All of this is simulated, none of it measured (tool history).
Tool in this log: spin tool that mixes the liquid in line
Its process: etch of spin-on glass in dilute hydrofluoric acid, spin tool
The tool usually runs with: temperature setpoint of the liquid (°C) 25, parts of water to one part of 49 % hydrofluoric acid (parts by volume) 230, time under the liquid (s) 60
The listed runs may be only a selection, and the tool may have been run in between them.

run,hour,temperature setpoint of the liquid (°C),parts of water to one part of 49 % hydrofluoric acid (parts by volume),time under the liquid (s),"read-back film thickness of the spin-on glass reference wafer, read on the same gauge (nm)",thickness taken off the spin-on glass on a monitor wafer (nm)
1,0,25,175,40,40,9.79
2,36.5,25,175,40,39.99,9.92
3,110,25,230,60,40,10.5
4,171.6,25,230,60,40,10.8
5,212.5,25,230,45,40.02,8.01
6,301.7,25,230,45,40.02,7.77
7,433.4,25,230,45,39.97,7.86
8,503.8,25,230,60,40,10.36
# hour 537.4: gauge calibrated
9,544.6,25,230,60,39.99,10.55
10,621.4,25,230,60,40.01,10.47
11,709,25,180,60,40.01,13.96
# hour 732.1: thermometer replaced
12,749.9,25,230,60,39.97,11.2
# hour 766.3: hydrofluoric acid flow meter replaced
13,797.3,25,230,60,39.98,10.98
14,837.7,25,330,40,39.99,4.69
15,890.5,25,185,60,40.02,14.32
16,932,27.5,305,95,40,13.24
17,994.2,25,230,60,39.99,10.89
18,1054.6,29,180,95,40.01,27.01
19,1143.1,25,230,60,40.01,10.94
20,1188.7,25,290,90,40.03,12.31
21,1239.8,25,180,40,39.98,9.78
22,1288.4,25,230,60,40,11.03
# hour 1509.9: gauge calibrated
23,1511.3,23.5,195,45,40.01,9.44
24,1596.6,28,160,80,39.99,24.74
25,1661.4,25,230,60,40.03,10.59
26,1704.8,25,150,30,39.98,8.85
27,1768.5,29,130,90,39.98,37.09

Run-by-run hidden state of the tool:
hydrofluoric acid flow below the setpoint (%): 0 on each run
gauge reads high (%): 0 on each run
H1: liquid colder than its thermometer reads (K)
run,H1
1,1.26
2,1.28
3,1.33
4,1.38
5,1.41
6,1.47
7,1.56
8,1.61
9,1.64
10,1.69
11,1.75
12,0.28
13,0.313
14,0.341
15,0.377
16,0.406
17,0.45
18,0.492
19,0.553
20,0.585
21,0.62
22,0.654
23,0.809
24,0.868
25,0.914
26,0.944
27,0.988
